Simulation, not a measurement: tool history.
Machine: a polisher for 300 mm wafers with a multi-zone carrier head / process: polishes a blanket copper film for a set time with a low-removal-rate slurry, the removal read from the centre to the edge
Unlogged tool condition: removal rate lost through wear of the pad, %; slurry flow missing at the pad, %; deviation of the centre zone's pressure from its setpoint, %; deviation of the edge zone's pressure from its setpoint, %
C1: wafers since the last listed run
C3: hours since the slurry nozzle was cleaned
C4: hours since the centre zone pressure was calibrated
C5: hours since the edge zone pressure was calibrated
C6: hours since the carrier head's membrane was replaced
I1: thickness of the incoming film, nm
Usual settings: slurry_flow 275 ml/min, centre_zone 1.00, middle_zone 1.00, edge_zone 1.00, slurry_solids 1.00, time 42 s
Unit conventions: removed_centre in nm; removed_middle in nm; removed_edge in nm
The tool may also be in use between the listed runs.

Run 1, hour 0.0: usual settings; C1 0; wafers polished on this pad 430; C3 430.3; C4 653.2; C5 895.3; C6 1311.8; I1 709.1. Result: removed_centre 91.5 nm, removed_middle 93.5 nm, removed_edge 95.2 nm.
Run 2, hour 6.6: usual settings; C1 51; wafers polished on this pad 482; C3 436.9; C4 659.8; C5 901.9; C6 1318.4; I1 726.6. Result: removed_centre 93.0 nm, removed_middle 92.8 nm, removed_edge 94.0 nm.
Run 3, hour 17.3: usual settings but edge_zone 1.08; C1 84; wafers polished on this pad 566; C3 447.6; C4 670.5; C5 912.6; C6 1329.1; I1 708.0. Result: removed_centre 90.4 nm, removed_middle 94.2 nm, removed_edge 98.0 nm.
Run 4, hour 30.1: usual settings; C1 100; wafers polished on this pad 666; C3 460.4; C4 683.3; C5 925.4; C6 1341.9; I1 714.7. Result: removed_centre 92.3 nm, removed_middle 93.9 nm, removed_edge 93.7 nm.
Run 5, hour 38.0: usual settings; C1 62; wafers polished on this pad 728; C3 468.3; C4 691.2; C5 933.3; C6 1349.8; I1 728.7. Result: removed_centre 92.4 nm, removed_middle 92.1 nm, removed_edge 92.7 nm.
Run 6, hour 44.4: usual settings; C1 50; wafers polished on this pad 778; C3 474.7; C4 697.6; C5 939.7; C6 1356.2; I1 728.0. Result: removed_centre 91.7 nm, removed_middle 92.9 nm, removed_edge 94.5 nm.
Run 7, hour 53.0: usual settings but slurry_flow 345 ml/min; C1 67; wafers polished on this pad 846; C3 483.3; C4 706.2; C5 948.3; C6 1364.8; I1 707.2. Result: removed_centre 95.2 nm, removed_middle 96.2 nm, removed_edge 96.4 nm.
Run 8, hour 92.7: usual settings but slurry_flow 345 ml/min; C1 311; wafers polished on this pad 1158; C3 523.0; C4 745.9; C5 988.0; C6 1404.5; I1 712.7. Result: removed_centre 95.2 nm, removed_middle 96.8 nm, removed_edge 96.8 nm.
Run 9, hour 100.5: usual settings; C1 61; wafers polished on this pad 1219; C3 530.8; C4 753.7; C5 995.8; C6 1412.3; I1 717.3. Result: removed_centre 91.9 nm, removed_middle 92.9 nm, removed_edge 95.1 nm.
At hour 116.4: carrier head's membrane replaced by a new one.
Run 10, hour 116.9: usual settings; C1 89; wafers polished on this pad 1309; C3 547.2; C4 770.1; C5 1012.2; C6 0.5; I1 723.9. Result: removed_centre 90.7 nm, removed_middle 92.2 nm, removed_edge 93.4 nm.
At hour 153.8: worn pad replaced by a new one, of another model than before.
At hour 157.4: centre zone pressure recalibrated.
Run 11, hour 165.0: usual settings but centre_zone 0.88, middle_zone 1.06, edge_zone 1.08, slurry_solids 1.20; C1 330; wafers polished on this pad 72; C3 595.3; C4 7.6; C5 1060.3; C6 48.6; I1 717.8. Result: removed_centre 88.1 nm, removed_middle 106.2 nm, removed_edge 106.4 nm.
Run 12, hour 174.8: usual settings but slurry_solids 0.85, time 30 s; C1 76; wafers polished on this pad 149; C3 605.1; C4 17.4; C5 1070.1; C6 58.4; I1 710.7. Result: removed_centre 64.3 nm, removed_middle 66.3 nm, removed_edge 66.6 nm.
Run 13, hour 192.3: usual settings but slurry_flow 240 ml/min, edge_zone 1.05, time 50 s; C1 137; wafers polished on this pad 287; C3 622.6; C4 34.9; C5 1087.6; C6 75.9; I1 716.7. Result: removed_centre 116.2 nm, removed_middle 112.5 nm, removed_edge 118.1 nm.
Run 14, hour 203.2: usual settings but slurry_flow 325 ml/min, edge_zone 1.10, slurry_solids 1.25; C1 85; wafers polished on this pad 372; C3 633.5; C4 45.8; C5 1098.5; C6 86.8; I1 719.1. Result: removed_centre 102.4 nm, removed_middle 104.4 nm, removed_edge 110.7 nm.

For run 15, what comes out?
Run 15, hour 210.9: usual settings; C1 60; wafers polished on this pad 433; C3 641.2; C4 53.5; C5 1106.2; C6 94.5; I1 722.9. Result: removed_centre ?, removed_middle ?, removed_edge ?.

{"run 15": {"removed_centre": 94.5, "removed_middle": 97.6, "removed_edge": 97.5}}
Without the tool's hidden state the same run would have given removed_centre 97.8 nm, removed_middle 100.7 nm, removed_edge 99.8 nm.

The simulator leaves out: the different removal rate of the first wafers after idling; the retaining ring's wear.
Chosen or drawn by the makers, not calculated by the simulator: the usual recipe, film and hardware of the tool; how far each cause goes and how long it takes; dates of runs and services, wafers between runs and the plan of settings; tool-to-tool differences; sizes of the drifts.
